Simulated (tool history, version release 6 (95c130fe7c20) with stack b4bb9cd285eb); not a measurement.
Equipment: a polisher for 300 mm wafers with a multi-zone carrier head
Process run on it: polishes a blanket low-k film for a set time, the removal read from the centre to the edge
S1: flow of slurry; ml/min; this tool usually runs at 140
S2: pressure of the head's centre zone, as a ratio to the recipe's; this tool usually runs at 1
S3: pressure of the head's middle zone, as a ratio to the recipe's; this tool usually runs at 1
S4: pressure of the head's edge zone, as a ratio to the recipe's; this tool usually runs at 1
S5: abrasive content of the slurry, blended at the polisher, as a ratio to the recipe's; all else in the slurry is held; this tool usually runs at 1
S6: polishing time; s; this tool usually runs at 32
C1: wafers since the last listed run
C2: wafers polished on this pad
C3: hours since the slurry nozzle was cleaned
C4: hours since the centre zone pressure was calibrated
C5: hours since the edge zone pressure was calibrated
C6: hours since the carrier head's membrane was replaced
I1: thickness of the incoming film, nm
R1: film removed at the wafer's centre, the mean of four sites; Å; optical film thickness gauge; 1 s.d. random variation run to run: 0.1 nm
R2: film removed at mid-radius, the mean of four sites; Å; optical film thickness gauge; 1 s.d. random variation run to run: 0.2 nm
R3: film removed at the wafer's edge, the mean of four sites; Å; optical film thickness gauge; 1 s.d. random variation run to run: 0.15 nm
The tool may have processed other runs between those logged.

run,day,S1,S2,S3,S4,S5,S6,C1,C2,C3,C4,C5,C6,I1,R1,R2,R3
1,0,140,1,1,1,1,32,0,827,432.1,708,630.2,459.7,473.8,126,135,134
2,2.696,140,1,1,0.93,1,32,984,1812,496.8,772.7,694.9,524.4,478.8,124,136,133
3,5.058,140,1,1,0.93,1,32,862,2675,553.5,829.4,751.6,581.1,475.1,122,131,130
4,7.004,140,1,1,1,1,32,710,3385,600.2,876.1,798.3,627.8,487.3,119,129,131
5,9.404,140,1,1,1,1,32,876,4262,657.8,933.7,855.9,685.4,487.1,115,127,128
6,10.679,110,1.09,1,1,0.85,32,465,4728,688.4,964.3,886.5,716,476.3,109,110,113
# day 12.279: carrier head's membrane replaced by a new one
# day 12.392: slurry nozzle cleaned
# day 12.533: worn pad replaced by a new one
7,12.983,140,1,1,1.06,1,32,699,164,14.2,1019.6,941.8,16.9,480.3,125,137,140
# day 13.954: centre zone pressure recalibrated
8,15.075,165,1,1,0.94,1,42,733,898,64.4,26.9,992,67.1,478.3,180,183,177
9,16.871,140,1,1,1,1,32,655,1554,107.5,70,1035.1,110.2,488.9,131,135,134
10,18.242,140,1,1,1,1,32,500,2055,140.4,102.9,1068,143.1,475.8,129,133,133
11,20.317,140,1,1,1.06,1,32,757,2813,190.2,152.7,1117.8,192.9,479.2,126,133,138
# day 22.025: edge zone pressure recalibrated
12,22.967,140,1,1,1,1,32,937,3750,253.8,216.3,22.6,256.5,478.8,123,125,126
13,26.425,185,1.12,1,1,1,42,1263,5013,336.8,299.3,105.6,339.5,479.7,182,170,166
# day 26.638: worn pad replaced by a new one
14,28.862,140,1,1,1,1.1,32,829,812,395.3,357.8,164.1,398,474.7,132,139,141
15,30.488,170,1,1,1,1.15,32,593,1406,434.3,396.8,203.1,437,483.4,138,147,144
16,33.167,140,1,1,1,1,32,978,2384,498.6,461.1,267.4,501.3,473.8,124,132,133
17,35.829,140,1.05,1,1,0.75,32,972,3357,562.5,525,331.3,565.2,479.9,115,119,119
18,37.329,140,1.03,1,1,1,38,547,3905,598.5,561,367.3,601.2,484.3,144,151,154
19,38.488,140,1,1,1.1,1,32,423,4328,626.3,588.8,395.1,629,487.2,117,122,133
# day 39.454: worn pad replaced by a new one
20,39.883,155,1,1,1,1,41,448,156,659.8,622.3,428.6,662.5,474,165,174,176
21,42.2,140,1.07,0.93,1.1,1,32,846,1002,715.4,677.9,484.2,718.1,488.4,133,128,140

For each run, what was the tool's unlogged condition?
slurry flow missing at the pad, %: 0 across all the runs
deviation of the edge zone's pressure from its setpoint, %: 0 across all the runs
H1: removal rate lost through wear of the pad, %
H2: deviation of the centre zone's pressure from its setpoint, %
run,H1,H2
1,0.28,-7.36
2,1.33,-7.54
3,2.88,-7.68
4,4.62,-7.77
5,7.31,-7.87
6,9,-7.92
7,1.08,-8
8,1.42,-0.704
9,2.08,-1.5
10,2.82,-2.05
11,4.32,-2.79
12,6.91,-3.6
13,11.4,-4.46
14,0.819,-4.97
15,1.35,-5.26
16,2.84,-5.68
17,5.09,-6.03
18,6.69,-6.2
19,8.09,-6.32
20,1.03,-6.45
21,1.43,-6.65
